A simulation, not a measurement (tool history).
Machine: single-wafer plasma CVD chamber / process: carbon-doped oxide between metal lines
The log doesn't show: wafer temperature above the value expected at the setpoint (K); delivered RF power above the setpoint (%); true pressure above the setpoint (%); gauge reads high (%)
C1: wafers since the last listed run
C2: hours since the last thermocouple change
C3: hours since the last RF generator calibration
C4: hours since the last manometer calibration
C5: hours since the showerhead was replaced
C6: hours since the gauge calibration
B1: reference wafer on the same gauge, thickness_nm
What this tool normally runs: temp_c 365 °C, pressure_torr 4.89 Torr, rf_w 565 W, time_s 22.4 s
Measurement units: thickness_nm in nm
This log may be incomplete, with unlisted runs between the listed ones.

{"run": 1, "day": 0.0, "temp_c": 365, "pressure_torr": 4.89, "rf_w": 565, "time_s": 22.4, "C1": 0, "C2": 697.2, "C3": 2110.4, "C4": 2622.3, "C5": 6463.3, "C6": 219, "B1": 121.137, "thickness_nm": 118.757}
{"run": 2, "day": 0.833, "temp_c": 365, "pressure_torr": 4.89, "rf_w": 565, "time_s": 22.4, "C1": 346, "C2": 717.2, "C3": 2130.4, "C4": 2642.3, "C5": 6483.3, "C6": 239, "B1": 120.716, "thickness_nm": 117.89}
{"run": 3, "day": 2.042, "temp_c": 365, "pressure_torr": 4.89, "rf_w": 565, "time_s": 22.4, "C1": 502, "C2": 746.2, "C3": 2159.4, "C4": 2671.3, "C5": 6512.3, "C6": 268, "B1": 120.924, "thickness_nm": 118.05}
{"run": 4, "day": 2.779, "temp_c": 365, "pressure_torr": 4.89, "rf_w": 565, "time_s": 22.4, "C1": 306, "C2": 763.9, "C3": 2177.1, "C4": 2689, "C5": 6530, "C6": 285.7, "B1": 120.873, "thickness_nm": 118.905}
{"run": 5, "day": 4.192, "temp_c": 365, "pressure_torr": 4.89, "rf_w": 565, "time_s": 22.4, "C1": 586, "C2": 797.8, "C3": 2211, "C4": 2722.9, "C5": 6563.9, "C6": 319.6, "B1": 121.177, "thickness_nm": 118.117}
{"run": 6, "day": 5.242, "temp_c": 365, "pressure_torr": 4.89, "rf_w": 565, "time_s": 22.4, "C1": 436, "C2": 823, "C3": 2236.2, "C4": 2748.1, "C5": 6589.1, "C6": 344.8, "B1": 121.417, "thickness_nm": 117.821}
{"day": 6.342, "done": "capacitance manometer re-zeroed and calibrated"}
{"run": 7, "day": 6.362, "temp_c": 365, "pressure_torr": 4.89, "rf_w": 565, "time_s": 22.4, "C1": 327, "C2": 849.9, "C3": 2263.1, "C4": 0.5, "C5": 6616, "C6": 371.7, "B1": 120.926, "thickness_nm": 119.236}
{"day": 6.542, "done": "gauge calibrated"}
{"run": 8, "day": 6.804, "temp_c": 365, "pressure_torr": 4.89, "rf_w": 565, "time_s": 22.4, "C1": 183, "C2": 860.5, "C3": 2273.7, "C4": 11.1, "C5": 6626.6, "C6": 6.3, "B1": 120.886, "thickness_nm": 118.959}
{"run": 9, "day": 7.35, "temp_c": 365, "pressure_torr": 4.89, "rf_w": 565, "time_s": 22.4, "C1": 226, "C2": 873.6, "C3": 2286.8, "C4": 24.2, "C5": 6639.7, "C6": 19.4, "B1": 120.877, "thickness_nm": 118.222}
{"run": 10, "day": 8.096, "temp_c": 365, "pressure_torr": 4.89, "rf_w": 565, "time_s": 22.4, "C1": 309, "C2": 891.5, "C3": 2304.7, "C4": 42.1, "C5": 6657.6, "C6": 37.3, "B1": 121.292, "thickness_nm": 119.979}
{"run": 11, "day": 8.858, "temp_c": 365, "pressure_torr": 4.89, "rf_w": 565, "time_s": 22.4, "C1": 316, "C2": 909.8, "C3": 2323, "C4": 60.4, "C5": 6675.9, "C6": 55.6, "B1": 121.065, "thickness_nm": 118.872}
{"run": 12, "day": 9.983, "temp_c": 365, "pressure_torr": 4.89, "rf_w": 565, "time_s": 22.4, "C1": 467, "C2": 936.8, "C3": 2350, "C4": 87.4, "C5": 6702.9, "C6": 82.6, "B1": 121.223, "thickness_nm": 118.022}
{"day": 11.1, "done": "RF generator calibrated"}
{"run": 13, "day": 11.121, "temp_c": 365, "pressure_torr": 4.89, "rf_w": 565, "time_s": 22.4, "C1": 334, "C2": 964.1, "C3": 0.5, "C4": 114.7, "C5": 6730.2, "C6": 109.9, "B1": 121.047, "thickness_nm": 118.549}
{"run": 14, "day": 12.1, "temp_c": 359, "pressure_torr": 3.93, "rf_w": 565, "time_s": 22.4, "C1": 406, "C2": 987.6, "C3": 24, "C4": 138.2, "C5": 6753.7, "C6": 133.4, "B1": 120.928, "thickness_nm": 114.193}
{"run": 15, "day": 12.983, "temp_c": 378, "pressure_torr": 5.77, "rf_w": 565, "time_s": 22.4, "C1": 367, "C2": 1008.8, "C3": 45.2, "C4": 159.4, "C5": 6774.9, "C6": 154.6, "B1": 120.865, "thickness_nm": 119.508}
{"day": 14.192, "done": "thermocouple changed; heater temperature recalibrated"}
{"run": 16, "day": 14.212, "temp_c": 369, "pressure_torr": 5.21, "rf_w": 640, "time_s": 22.4, "C1": 372, "C2": 0.5, "C3": 74.7, "C4": 188.9, "C5": 6804.4, "C6": 184.1, "B1": 120.723, "thickness_nm": 132.627}
{"run": 17, "day": 14.738, "temp_c": 365, "pressure_torr": 4.89, "rf_w": 565, "time_s": 22.4, "C1": 218, "C2": 13.1, "C3": 87.3, "C4": 201.5, "C5": 6817, "C6": 196.7, "B1": 121.386, "thickness_nm": 117.916}
{"run": 18, "day": 15.429, "temp_c": 365, "pressure_torr": 4.89, "rf_w": 565, "time_s": 22.4, "C1": 287, "C2": 29.7, "C3": 103.9, "C4": 218.1, "C5": 6833.6, "C6": 213.3, "B1": 120.767, "thickness_nm": 118.254}
{"run": 19, "day": 16.875, "temp_c": 365, "pressure_torr": 3.98, "rf_w": 600, "time_s": 22.4, "C1": 600, "C2": 64.4, "C3": 138.6, "C4": 252.8, "C5": 6868.3, "C6": 248, "B1": 121.083, "thickness_nm": 119.525}
{"run": 20, "day": 17.738, "temp_c": 365, "pressure_torr": 4.89, "rf_w": 565, "time_s": 22.4, "C1": 358, "C2": 85.1, "C3": 159.3, "C4": 273.5, "C5": 6889, "C6": 268.7, "B1": 120.699, "thickness_nm": 118.42}
{"run": 21, "day": 18.238, "temp_c": 365, "pressure_torr": 4.89, "rf_w": 500, "time_s": 22.4, "C1": 207, "C2": 97.1, "C3": 171.3, "C4": 285.5, "C5": 6901, "C6": 280.7, "B1": 120.828, "thickness_nm": 104.736}
{"day": 19.575, "done": "showerhead replaced"}
{"run": 22, "day": 19.608, "temp_c": 365, "pressure_torr": 3.95, "rf_w": 565, "time_s": 22.4, "C1": 431, "C2": 130, "C3": 204.2, "C4": 318.4, "C5": 0.8, "C6": 313.6, "B1": 121.022, "thickness_nm": 112.46}
{"run": 23, "day": 21.342, "temp_c": 354, "pressure_torr": 4.89, "rf_w": 565, "time_s": 22.4, "C1": 720, "C2": 171.6, "C3": 245.8, "C4": 360, "C5": 42.4, "C6": 355.2, "B1": 121.095, "thickness_nm": 121.047}
{"run": 24, "day": 22.696, "temp_c": 365, "pressure_torr": 4.13, "rf_w": 500, "time_s": 24.3, "C1": 562, "C2": 204.1, "C3": 278.3, "C4": 392.5, "C5": 74.9, "C6": 387.7, "B1": 121.018, "thickness_nm": 108.507}
{"run": 25, "day": 23.696, "temp_c": 352, "pressure_torr": 4.89, "rf_w": 565, "time_s": 22.4, "C1": 415, "C2": 228.1, "C3": 302.3, "C4": 416.5, "C5": 98.9, "C6": 411.7, "B1": 121.069, "thickness_nm": 121.232}
{"run": 26, "day": 24.492, "temp_c": 365, "pressure_torr": 4.89, "rf_w": 565, "time_s": 22.4, "C1": 330, "C2": 247.2, "C3": 321.4, "C4": 435.6, "C5": 118, "C6": 430.8, "B1": 120.858, "thickness_nm": 119.358}
{"day": 25.55, "done": "gauge calibrated"}
{"run": 27, "day": 25.929, "temp_c": 376, "pressure_torr": 4.32, "rf_w": 655, "time_s": 22.4, "C1": 597, "C2": 281.7, "C3": 355.9, "C4": 470.1, "C5": 152.5, "C6": 9.1, "B1": 120.959, "thickness_nm": 127.629}
{"run": 28, "day": 27.388, "temp_c": 365, "pressure_torr": 4.35, "rf_w": 660, "time_s": 22.4, "C1": 605, "C2": 316.7, "C3": 390.9, "C4": 505.1, "C5": 187.5, "C6": 44.1, "B1": 121.244, "thickness_nm": 131.534}
{"run": 29, "day": 28.375, "temp_c": 378, "pressure_torr": 4.17, "rf_w": 670, "time_s": 25.2, "C1": 410, "C2": 340.4, "C3": 414.6, "C4": 528.8, "C5": 211.2, "C6": 67.8, "B1": 120.968, "thickness_nm": 142.556}

Here are 4 independent what-if runs from the current tool condition. What would each one return?
{"run": "A", "day": 28.392, "temp_c": 365, "pressure_torr": 4.89, "rf_w": 520, "time_s": 22.4, "C1": 6, "C2": 340.8, "C3": 415, "C4": 529.2, "C5": 211.6, "C6": 68.2, "B1": "?", "thickness_nm": "?"}
{"run": "B", "day": 28.392, "temp_c": 369, "pressure_torr": 5.51, "rf_w": 460, "time_s": 25.6, "C1": 6, "C2": 340.8, "C3": 415, "C4": 529.2, "C5": 211.6, "C6": 68.2, "B1": "?", "thickness_nm": "?"}
{"run": "C", "day": 28.392, "temp_c": 365, "pressure_torr": 4.11, "rf_w": 675, "time_s": 20.1, "C1": 6, "C2": 340.8, "C3": 415, "C4": 529.2, "C5": 211.6, "C6": 68.2, "B1": "?", "thickness_nm": "?"}
{"run": "D", "day": 28.392, "temp_c": 365, "pressure_torr": 5.61, "rf_w": 640, "time_s": 22.4, "C1": 6, "C2": 340.8, "C3": 415, "C4": 529.2, "C5": 211.6, "C6": 68.2, "B1": "?", "thickness_nm": "?"}

run=A B1=120.989 thickness_nm=109.18
run=B B1=120.989 thickness_nm=110.084
run=C B1=120.989 thickness_nm=119.226
run=D B1=120.989 thickness_nm=135.802
The same runs, with their run-to-run variation unchanged, on a tool lacking any hidden condition would have given:
run=A thickness_nm=109.18
run=B thickness_nm=110.084
run=C thickness_nm=119.226
run=D thickness_nm=135.802
